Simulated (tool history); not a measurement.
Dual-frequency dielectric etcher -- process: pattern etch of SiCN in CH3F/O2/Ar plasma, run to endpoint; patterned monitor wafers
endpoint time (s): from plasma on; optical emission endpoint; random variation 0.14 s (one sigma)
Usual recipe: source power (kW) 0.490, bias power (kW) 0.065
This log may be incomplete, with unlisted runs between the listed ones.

| run | hour | source power (kW) | bias power (kW) | incoming incoming film thickness, nm | endpoint time (s) |
|---|---|---|---|---|---|
| 1 | 0.0 | 0.440 | 0.065 | 10.16 | 27.8 |
| 2 | 320.0 | 0.440 | 0.065 | 10.24 | 28.0 |
| 3 | 382.9 | 0.440 | 0.065 | 10.05 | 27.2 |
| 4 | 470.0 | 0.410 | 0.074 | 10.24 | 27.2 |
| 5 | 551.2 | 0.410 | 0.074 | 10.17 | 27.0 |
|  | 648.8 | wet clean of the chamber |
| 6 | 649.3 | 0.490 | 0.065 | 10.11 | 25.4 |
| 7 | 705.1 | 0.490 | 0.065 | 10.22 | 25.7 |
| 8 | 806.7 | 0.490 | 0.065 | 10.16 | 25.6 |
| 9 | 910.6 | 0.490 | 0.065 | 10.23 | 25.5 |
| 10 | 995.3 | 0.490 | 0.072 | 10.16 | 24.6 |
|  | 1101.7 | wet clean of the chamber, repeated, since the last time left the tool worse |
| 11 | 1102.2 | 0.490 | 0.072 | 10.15 | 26.4 |
| 12 | 1145.2 | 0.590 | 0.076 | 10.21 | 23.8 |
| 13 | 1245.3 | 0.590 | 0.076 | 10.15 | 23.9 |
| 14 | 1351.9 | 0.490 | 0.065 | 10.24 | 26.6 |
| 15 | 1423.3 | 0.570 | 0.065 | 10.12 | 25.0 |
| 16 | 1480.0 | 0.540 | 0.073 | 10.11 | 24.5 |
|  | 1507.0 | bias power generator calibrated |
| 17 | 1563.3 | 0.440 | 0.065 | 10.26 | 27.7 |
| 18 | 1663.3 | 0.490 | 0.065 | 10.08 | 26.1 |
|  | 1690.6 | source power generator calibrated |
| 19 | 1708.3 | 0.490 | 0.065 | 10.19 | 26.5 |
|  | 1770.2 | wet clean of the chamber |
| 20 | 1770.7 | 0.490 | 0.056 | 10.22 | 28.2 |
| 21 | 1810.6 | 0.450 | 0.073 | 10.14 | 26.6 |
| 22 | 1904.5 | 0.410 | 0.076 | 10.11 | 27.0 |
| 23 | 2009.5 | 0.490 | 0.052 | 10.17 | 28.4 |
|  | 2061.4 | upper electrode replaced |
| 24 | 2117.2 | 0.490 | 0.080 | 10.28 | 25.1 |
| 25 | 2196.0 | 0.490 | 0.065 | 10.25 | 26.5 |
| 26 | 2260.7 | 0.490 | 0.072 | 10.18 | 25.5 |
| 27 | 2331.9 | 0.430 | 0.074 | 10.28 | 26.5 |
|  | 2415.7 | wet clean of the chamber |
| 28 | 2416.2 | 0.570 | 0.058 | 10.17 | 26.1 |
| 29 | 2456.0 | 0.490 | 0.057 | 10.20 | 27.9 |
| 30 | 2549.8 | 0.550 | 0.065 | 10.14 | 25.2 |
| 31 | 2616.8 | 0.440 | 0.065 | 10.15 | 27.9 |
| 32 | 2682.9 | 0.590 | 0.072 | 10.20 | 24.3 |
| 33 | 2739.6 | 0.580 | 0.065 | 10.19 | 24.9 |
| 34 | 2832.8 | 0.490 | 0.065 | 10.16 | 26.3 |

How would selected steps in endpoint time (s) from run to run divide? Give the signed amount a tool lacking its hidden state would still show from settings, what came in and random variation, and the signed amount left for the hidden state, including any gauge scatter that is not in both of the compared results.
What the log doesn't record here: etch rate over this chamber's usual, %; source power that arrives over what is set, %; bias power that arrives over what is set, %.
Run 5 -> 6: source power (kW) 0.410 -> 0.490, bias power (kW) 0.074 -> 0.065, wet clean of the chamber. endpoint time (s) -1.6: hidden state -0.7, all else -0.9.
Run 10 -> 11: wet clean of the chamber, repeated, since the last time left the tool worse. endpoint time (s) +1.8: hidden state +1.7, all else +0.1.
Run 16 -> 17: source power (kW) 0.540 -> 0.440, bias power (kW) 0.073 -> 0.065, bias power generator calibrated. endpoint time (s) +3.2: hidden state -0.2, all else +3.4.
Run 19 -> 20: bias power (kW) 0.065 -> 0.056, wet clean of the chamber. endpoint time (s) +1.7: hidden state +0.5, all else +1.2.
Run 23 -> 24: bias power (kW) 0.052 -> 0.080, upper electrode replaced. endpoint time (s) -3.3: hidden state -0.2, all else -3.1.
Run 31 -> 32: source power (kW) 0.440 -> 0.590, bias power (kW) 0.065 -> 0.072. endpoint time (s) -3.6: hidden state +0.0, all else -3.6.

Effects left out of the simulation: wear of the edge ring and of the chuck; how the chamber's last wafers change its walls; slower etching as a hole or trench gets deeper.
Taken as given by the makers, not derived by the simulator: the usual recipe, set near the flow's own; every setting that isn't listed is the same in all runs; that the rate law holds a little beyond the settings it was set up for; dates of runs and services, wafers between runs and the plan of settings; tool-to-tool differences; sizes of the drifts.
